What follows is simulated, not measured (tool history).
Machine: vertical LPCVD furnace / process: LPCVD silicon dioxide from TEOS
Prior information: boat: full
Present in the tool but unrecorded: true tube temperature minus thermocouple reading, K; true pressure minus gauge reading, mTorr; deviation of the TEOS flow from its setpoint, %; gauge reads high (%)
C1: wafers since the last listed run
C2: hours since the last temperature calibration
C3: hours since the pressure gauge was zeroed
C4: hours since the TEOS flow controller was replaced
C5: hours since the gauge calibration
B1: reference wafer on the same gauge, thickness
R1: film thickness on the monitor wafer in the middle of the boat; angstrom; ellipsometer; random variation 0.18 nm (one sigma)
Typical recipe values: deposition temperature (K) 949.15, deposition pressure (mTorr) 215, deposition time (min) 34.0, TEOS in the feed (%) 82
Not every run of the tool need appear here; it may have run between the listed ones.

{"run": 1, "day": 0.0, "deposition temperature (K)": 949.15, "deposition pressure (mTorr)": 175, "deposition time (min)": 34.0, "TEOS in the feed (%)": 82, "C1": 0, "C2": 1768.1, "C3": 2376.9, "C4": 4568.6, "C5": 109.8, "B1": 128.03, "R1": 1127.0}
{"run": 2, "day": 1.075, "deposition temperature (K)": 944.15, "deposition pressure (mTorr)": 215, "deposition time (min)": 39.0, "TEOS in the feed (%)": 82, "C1": 432, "C2": 1793.9, "C3": 2402.7, "C4": 4594.4, "C5": 135.6, "B1": 128.02, "R1": 1266.4}
{"run": 3, "day": 2.838, "deposition temperature (K)": 944.15, "deposition pressure (mTorr)": 215, "deposition time (min)": 39.0, "TEOS in the feed (%)": 82, "C1": 709, "C2": 1836.2, "C3": 2445.0, "C4": 4636.7, "C5": 177.9, "B1": 128.0, "R1": 1268.6}
{"run": 4, "day": 5.429, "deposition temperature (K)": 944.15, "deposition pressure (mTorr)": 215, "deposition time (min)": 39.0, "TEOS in the feed (%)": 82, "C1": 1043, "C2": 1898.4, "C3": 2507.2, "C4": 4698.9, "C5": 240.1, "B1": 127.99, "R1": 1269.5}
{"run": 5, "day": 6.738, "deposition temperature (K)": 949.15, "deposition pressure (mTorr)": 215, "deposition time (min)": 34.0, "TEOS in the feed (%)": 77, "C1": 526, "C2": 1929.8, "C3": 2538.6, "C4": 4730.3, "C5": 271.5, "B1": 128.01, "R1": 1213.8}
{"run": 6, "day": 8.533, "deposition temperature (K)": 949.15, "deposition pressure (mTorr)": 215, "deposition time (min)": 34.0, "TEOS in the feed (%)": 77, "C1": 722, "C2": 1972.9, "C3": 2581.7, "C4": 4773.4, "C5": 314.6, "B1": 128.01, "R1": 1215.1}
{"run": 7, "day": 11.358, "deposition temperature (K)": 949.15, "deposition pressure (mTorr)": 215, "deposition time (min)": 34.0, "TEOS in the feed (%)": 82, "C1": 1137, "C2": 2040.7, "C3": 2649.5, "C4": 4841.2, "C5": 382.4, "B1": 128.0, "R1": 1258.0}
{"run": 8, "day": 14.204, "deposition temperature (K)": 943.15, "deposition pressure (mTorr)": 215, "deposition time (min)": 34.0, "TEOS in the feed (%)": 88, "C1": 1145, "C2": 2109.0, "C3": 2717.8, "C4": 4909.5, "C5": 450.7, "B1": 128.02, "R1": 1130.4}
{"run": 9, "day": 16.025, "deposition temperature (K)": 949.15, "deposition pressure (mTorr)": 215, "deposition time (min)": 34.0, "TEOS in the feed (%)": 82, "C1": 733, "C2": 2152.7, "C3": 2761.5, "C4": 4953.2, "C5": 494.4, "B1": 127.96, "R1": 1262.7}
{"day": 17.658, "done": "TEOS flow controller replaced"}
{"day": 20.967, "done": "thermocouples replaced and temperature profile calibrated"}
{"day": 24.808, "done": "gauge calibrated"}
{"run": 10, "day": 24.867, "deposition temperature (K)": 949.15, "deposition pressure (mTorr)": 215, "deposition time (min)": 34.0, "TEOS in the feed (%)": 74, "C1": 2754, "C2": 93.6, "C3": 2973.7, "C4": 173.0, "C5": 1.4, "B1": 127.99, "R1": 1163.7}
{"day": 26.488, "done": "pressure gauge zeroed"}
{"run": 11, "day": 27.538, "deposition temperature (K)": 949.15, "deposition pressure (mTorr)": 175, "deposition time (min)": 34.0, "TEOS in the feed (%)": 91, "C1": 672, "C2": 157.7, "C3": 25.2, "C4": 237.1, "C5": 65.5, "B1": 127.97, "R1": 1149.4}
{"run": 12, "day": 30.167, "deposition temperature (K)": 957.15, "deposition pressure (mTorr)": 215, "deposition time (min)": 34.0, "TEOS in the feed (%)": 95, "C1": 1058, "C2": 220.8, "C3": 88.3, "C4": 300.2, "C5": 128.6, "B1": 128.0, "R1": 1578.7}
{"run": 13, "day": 31.721, "deposition temperature (K)": 949.15, "deposition pressure (mTorr)": 215, "deposition time (min)": 34.0, "TEOS in the feed (%)": 82, "C1": 625, "C2": 258.1, "C3": 125.6, "C4": 337.5, "C5": 165.9, "B1": 127.98, "R1": 1211.3}
{"run": 14, "day": 33.212, "deposition temperature (K)": 937.15, "deposition pressure (mTorr)": 195, "deposition time (min)": 45.5, "TEOS in the feed (%)": 91, "C1": 600, "C2": 293.9, "C3": 161.4, "C4": 373.3, "C5": 201.7, "B1": 128.0, "R1": 1208.5}

Here are 5 independent what-if runs from the current tool condition. What would each one return?
{"run": "A", "day": 33.358, "deposition temperature (K)": 949.15, "deposition pressure (mTorr)": 215, "deposition time (min)": 34.0, "TEOS in the feed (%)": 82, "C1": 58, "C2": 297.4, "C3": 164.9, "C4": 376.8, "C5": 205.2, "B1": "?", "R1": "?"}
{"run": "B", "day": 33.358, "deposition temperature (K)": 945.15, "deposition pressure (mTorr)": 190, "deposition time (min)": 41.0, "TEOS in the feed (%)": 82, "C1": 58, "C2": 297.4, "C3": 164.9, "C4": 376.8, "C5": 205.2, "B1": "?", "R1": "?"}
{"run": "C", "day": 33.358, "deposition temperature (K)": 960.15, "deposition pressure (mTorr)": 215, "deposition time (min)": 34.0, "TEOS in the feed (%)": 82, "C1": 58, "C2": 297.4, "C3": 164.9, "C4": 376.8, "C5": 205.2, "B1": "?", "R1": "?"}
{"run": "D", "day": 33.358, "deposition temperature (K)": 956.15, "deposition pressure (mTorr)": 175, "deposition time (min)": 34.0, "TEOS in the feed (%)": 82, "C1": 58, "C2": 297.4, "C3": 164.9, "C4": 376.8, "C5": 205.2, "B1": "?", "R1": "?"}
{"run": "E", "day": 33.358, "deposition temperature (K)": 949.15, "deposition pressure (mTorr)": 215, "deposition time (min)": 34.0, "TEOS in the feed (%)": 69, "C1": 58, "C2": 297.4, "C3": 164.9, "C4": 376.8, "C5": 205.2, "B1": "?", "R1": "?"}

run=A B1=128.01 R1=1214.5
run=B B1=128.01 R1=1248.4
run=C B1=128.01 R1=1583.8
run=D B1=128.01 R1=1298.7
run=E B1=128.01 R1=1114.1
Stripped of hidden state, with their random variation kept, the same runs would have yielded:
run=A R1=1184.2
run=B R1=1216.8
run=C R1=1545.1
run=D R1=1266.4
run=E R1=1086.3
